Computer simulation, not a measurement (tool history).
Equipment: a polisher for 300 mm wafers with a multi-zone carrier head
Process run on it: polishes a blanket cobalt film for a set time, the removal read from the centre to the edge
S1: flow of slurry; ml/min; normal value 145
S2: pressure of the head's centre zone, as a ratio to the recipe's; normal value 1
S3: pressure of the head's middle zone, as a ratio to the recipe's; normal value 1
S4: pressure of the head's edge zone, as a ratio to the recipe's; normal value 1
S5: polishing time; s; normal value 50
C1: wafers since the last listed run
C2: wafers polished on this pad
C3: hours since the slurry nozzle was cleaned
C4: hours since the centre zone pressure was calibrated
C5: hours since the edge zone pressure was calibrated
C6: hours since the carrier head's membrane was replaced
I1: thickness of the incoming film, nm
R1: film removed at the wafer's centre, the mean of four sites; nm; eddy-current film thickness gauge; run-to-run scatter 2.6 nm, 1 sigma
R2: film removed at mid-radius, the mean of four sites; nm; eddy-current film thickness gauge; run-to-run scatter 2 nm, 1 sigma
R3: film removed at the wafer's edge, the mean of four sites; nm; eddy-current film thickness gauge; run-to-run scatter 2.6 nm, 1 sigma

{"run": 1, "hour": 0.0, "S1": 145, "S2": 1, "S3": 1, "S4": 1, "S5": 50, "C1": 0, "C2": 121, "C3": 684.1, "C4": 1104.2, "C5": 1238.4, "C6": 1136.4, "I1": 918.1, "R1": 179.5, "R2": 188.7, "R3": 199.6}
{"run": 2, "hour": 7.4, "S1": 145, "S2": 1, "S3": 1, "S4": 1, "S5": 50, "C1": 76, "C2": 197, "C3": 691.5, "C4": 1111.6, "C5": 1245.8, "C6": 1143.8, "I1": 914.6, "R1": 183.3, "R2": 188, "R3": 201.7}
{"run": 3, "hour": 25.0, "S1": 145, "S2": 1, "S3": 1, "S4": 1, "S5": 50, "C1": 182, "C2": 380, "C3": 709.1, "C4": 1129.2, "C5": 1263.4, "C6": 1161.4, "I1": 913.9, "R1": 183.3, "R2": 188, "R3": 198.5}
{"hour": 40.9, "done": "worn pad replaced by a new one"}
{"run": 4, "hour": 41.4, "S1": 145, "S2": 1, "S3": 0.91, "S4": 1, "S5": 50, "C1": 128, "C2": 4, "C3": 725.5, "C4": 1145.6, "C5": 1279.8, "C6": 1177.8, "I1": 921.4, "R1": 187, "R2": 171.9, "R3": 205.9}
{"run": 5, "hour": 53.9, "S1": 145, "S2": 1, "S3": 0.91, "S4": 1, "S5": 50, "C1": 129, "C2": 134, "C3": 738, "C4": 1158.1, "C5": 1292.3, "C6": 1190.3, "I1": 920.6, "R1": 183.5, "R2": 173.4, "R3": 202.5}
{"run": 6, "hour": 70.6, "S1": 145, "S2": 1, "S3": 0.91, "S4": 1, "S5": 50, "C1": 173, "C2": 308, "C3": 754.7, "C4": 1174.8, "C5": 1309, "C6": 1207, "I1": 914.9, "R1": 177.4, "R2": 171.1, "R3": 199.6}
{"run": 7, "hour": 80.3, "S1": 145, "S2": 1, "S3": 1.06, "S4": 1, "S5": 61, "C1": 100, "C2": 409, "C3": 764.4, "C4": 1184.5, "C5": 1318.7, "C6": 1216.7, "I1": 923.2, "R1": 223.1, "R2": 241.1, "R3": 246.4}
{"hour": 82.6, "done": "slurry nozzle cleaned"}
{"hour": 90.1, "done": "carrier head's membrane replaced by a new one"}
{"hour": 92.3, "done": "worn pad replaced by a new one"}
{"run": 8, "hour": 92.8, "S1": 145, "S2": 1, "S3": 1.06, "S4": 1, "S5": 61, "C1": 44, "C2": 4, "C3": 10.2, "C4": 1197, "C5": 1331.2, "C6": 2.7, "I1": 934.2, "R1": 259.7, "R2": 275.4, "R3": 268.7}
{"run": 9, "hour": 99.5, "S1": 145, "S2": 1, "S3": 1.06, "S4": 1, "S5": 61, "C1": 69, "C2": 74, "C3": 16.9, "C4": 1203.7, "C5": 1337.9, "C6": 9.4, "I1": 915.8, "R1": 258.3, "R2": 272.1, "R3": 268.9}
{"run": 10, "hour": 107.7, "S1": 145, "S2": 1, "S3": 1, "S4": 1.06, "S5": 50, "C1": 85, "C2": 159, "C3": 25.1, "C4": 1211.9, "C5": 1346.1, "C6": 17.6, "I1": 903.3, "R1": 211.4, "R2": 212.2, "R3": 227.6}
{"hour": 114.5, "done": "centre zone pressure recalibrated"}
{"run": 11, "hour": 115.0, "S1": 145, "S2": 1, "S3": 0.92, "S4": 1, "S5": 50, "C1": 55, "C2": 214, "C3": 32.4, "C4": 0.5, "C5": 1353.4, "C6": 24.9, "I1": 921.6, "R1": 213.4, "R2": 199.5, "R3": 224.2}
{"run": 12, "hour": 130.8, "S1": 100, "S2": 1, "S3": 1, "S4": 0.96, "S5": 50, "C1": 164, "C2": 378, "C3": 48.2, "C4": 16.3, "C5": 1369.2, "C6": 40.7, "I1": 908.8, "R1": 184.2, "R2": 193.1, "R3": 201.9}
{"run": 13, "hour": 138.9, "S1": 120, "S2": 1.1, "S3": 1, "S4": 1.07, "S5": 50, "C1": 84, "C2": 463, "C3": 56.3, "C4": 24.4, "C5": 1377.3, "C6": 48.8, "I1": 911.5, "R1": 218.8, "R2": 200.6, "R3": 223}
{"hour": 151.2, "done": "worn pad replaced by a new one"}
{"run": 14, "hour": 154.2, "S1": 145, "S2": 0.93, "S3": 0.91, "S4": 0.94, "S5": 64, "C1": 117, "C2": 30, "C3": 71.6, "C4": 39.7, "C5": 1392.6, "C6": 64.1, "I1": 911, "R1": 245.4, "R2": 248, "R3": 270.7}
{"hour": 159.8, "done": "edge zone pressure recalibrated"}
{"run": 15, "hour": 160.6, "S1": 180, "S2": 1.06, "S3": 1, "S4": 1, "S5": 50, "C1": 45, "C2": 76, "C3": 78, "C4": 46.1, "C5": 0.8, "C6": 70.5, "I1": 926.8, "R1": 236.9, "R2": 220.6, "R3": 227.2}
{"run": 16, "hour": 176.7, "S1": 125, "S2": 0.96, "S3": 1, "S4": 1, "S5": 50, "C1": 167, "C2": 243, "C3": 94.1, "C4": 62.2, "C5": 16.9, "C6": 86.6, "I1": 913.3, "R1": 192.1, "R2": 202.1, "R3": 211.2}
{"run": 17, "hour": 194.5, "S1": 180, "S2": 1.06, "S3": 1, "S4": 1, "S5": 50, "C1": 184, "C2": 428, "C3": 111.9, "C4": 80, "C5": 34.7, "C6": 104.4, "I1": 923.7, "R1": 230.9, "R2": 217.2, "R3": 229.7}
{"hour": 214.5, "done": "worn pad replaced by a new one"}
{"run": 18, "hour": 215.0, "S1": 145, "S2": 1, "S3": 1, "S4": 1, "S5": 50, "C1": 171, "C2": 4, "C3": 132.4, "C4": 100.5, "C5": 55.2, "C6": 124.9, "I1": 924.3, "R1": 208.6, "R2": 208.6, "R3": 218.1}

Each row is a separate what-if for the run after 18, all from the same tool condition, not one after another. Results?
{"run": "A", "hour": 215.4, "S1": 145, "S2": 1, "S3": 1, "S4": 1, "S5": 50, "C1": 4, "C2": 8, "C3": 132.8, "C4": 100.9, "C5": 55.6, "C6": 125.3, "I1": 920, "R1": "?", "R2": "?", "R3": "?"}
{"run": "B", "hour": 215.4, "S1": 145, "S2": 0.9, "S3": 0.88, "S4": 1.08, "S5": 36, "C1": 4, "C2": 8, "C3": 132.8, "C4": 100.9, "C5": 55.6, "C6": 125.3, "I1": 920, "R1": "?", "R2": "?", "R3": "?"}
{"run": "C", "hour": 215.4, "S1": 145, "S2": 1, "S3": 0.94, "S4": 1, "S5": 50, "C1": 4, "C2": 8, "C3": 132.8, "C4": 100.9, "C5": 55.6, "C6": 125.3, "I1": 920, "R1": "?", "R2": "?", "R3": "?"}
{"run": "D", "hour": 215.4, "S1": 145, "S2": 1, "S3": 1, "S4": 0.93, "S5": 50, "C1": 4, "C2": 8, "C3": 132.8, "C4": 100.9, "C5": 55.6, "C6": 125.3, "I1": 920, "R1": "?", "R2": "?", "R3": "?"}

run=A R1=204.9 R2=204.6 R3=216.5
run=B R1=132.5 R2=132.8 R3=161.5
run=C R1=204.8 R2=194.5 R3=216.7
run=D R1=204.9 R2=204.6 R3=210
Without the tool's unlogged condition, the same runs would have read:
run=A R1=218.2 R2=216.3 R3=225.1
run=B R1=141.2 R2=140.4 R3=167.9
run=C R1=218.1 R2=205.6 R3=225.3
run=D R1=218.2 R2=216.3 R3=218.3

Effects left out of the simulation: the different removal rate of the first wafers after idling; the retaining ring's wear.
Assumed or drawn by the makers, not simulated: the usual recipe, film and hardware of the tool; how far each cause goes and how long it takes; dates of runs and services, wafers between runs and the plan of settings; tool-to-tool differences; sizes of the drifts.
